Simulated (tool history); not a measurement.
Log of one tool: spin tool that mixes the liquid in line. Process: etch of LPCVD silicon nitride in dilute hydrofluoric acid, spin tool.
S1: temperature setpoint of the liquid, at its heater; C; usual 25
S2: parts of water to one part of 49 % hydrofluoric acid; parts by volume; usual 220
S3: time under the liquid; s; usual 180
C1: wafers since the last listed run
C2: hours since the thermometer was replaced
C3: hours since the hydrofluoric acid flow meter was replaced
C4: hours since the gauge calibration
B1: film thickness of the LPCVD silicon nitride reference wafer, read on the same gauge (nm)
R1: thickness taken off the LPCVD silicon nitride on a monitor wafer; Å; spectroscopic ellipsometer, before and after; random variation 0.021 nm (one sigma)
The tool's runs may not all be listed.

Run 1, hour 0: usual settings but S3 250 s; C1 0; C2 777.7; C3 739.1; C4 992.8; B1 90.001. Result: R1 6.19 Å.
Run 2, hour 65.4: usual settings but S3 250 s; C1 471; C2 843.1; C3 804.5; C4 1058.2; B1 89.926. Result: R1 5.67 Å.
At hour 113.4: gauge calibrated.
Run 3, hour 158.2: usual settings; C1 668; C2 935.9; C3 897.3; C4 44.8; B1 89.983. Result: R1 4.13 Å.
Run 4, hour 265.7: usual settings; C1 774; C2 1043.4; C3 1004.8; C4 152.3; B1 90.028. Result: R1 4.02 Å.
Run 5, hour 358.8: usual settings but S1 24 C; C1 670; C2 1136.5; C3 1097.9; C4 245.4; B1 90.056. Result: R1 3.96 Å.
Run 6, hour 437.4: usual settings; C1 566; C2 1215.1; C3 1176.5; C4 324; B1 89.99. Result: R1 4.13 Å.
Run 7, hour 501.4: usual settings; C1 460; C2 1279.1; C3 1240.5; C4 388; B1 89.983. Result: R1 4.24 Å.
Run 8, hour 565.9: usual settings; C1 464; C2 1343.6; C3 1305; C4 452.5; B1 89.961. Result: R1 3.95 Å.
Run 9, hour 611.8: usual settings but S3 235 s; C1 330; C2 1389.5; C3 1350.9; C4 498.4; B1 90.009. Result: R1 5.38 Å.
Run 10, hour 761.1: usual settings but S3 235 s; C1 1075; C2 1538.8; C3 1500.2; C4 647.7; B1 90.026. Result: R1 5.19 Å.
At hour 806.1: hydrofluoric acid flow meter replaced.
Run 11, hour 849.6: usual settings but S3 235 s; C1 630; C2 1627.3; C3 43.5; C4 736.2; B1 89.968. Result: R1 6.08 Å.
Run 12, hour 886.8: usual settings but S1 23.5 C, S3 90 s; C1 267; C2 1664.5; C3 80.7; C4 773.4; B1 89.989. Result: R1 1.85 Å.
Run 13, hour 952.2: usual settings but S1 23.5 C, S3 90 s; C1 471; C2 1729.9; C3 146.1; C4 838.8; B1 90.055. Result: R1 1.89 Å.
Run 14, hour 1041.4: usual settings but S2 330 parts by volume, S3 285 s; C1 642; C2 1819.1; C3 235.3; C4 928; B1 89.932. Result: R1 4.57 Å.
Run 15, hour 1084.7: usual settings; C1 311; C2 1862.4; C3 278.6; C4 971.3; B1 90.018. Result: R1 4.32 Å.

Run 16 comes next. What will it give?
At hour 1123.5: thermometer replaced.
At hour 1141.3: gauge calibrated.
Run 16, hour 1183.3: usual settings but S1 21 C, S2 155 parts by volume; C1 703; C2 59.8; C3 377.2; C4 42; B1 ?. Result: R1 ?.

B1: 90.054
R1: 4.58 Å
Without the tool's hidden state the same run would have given R1 4.58 Å.
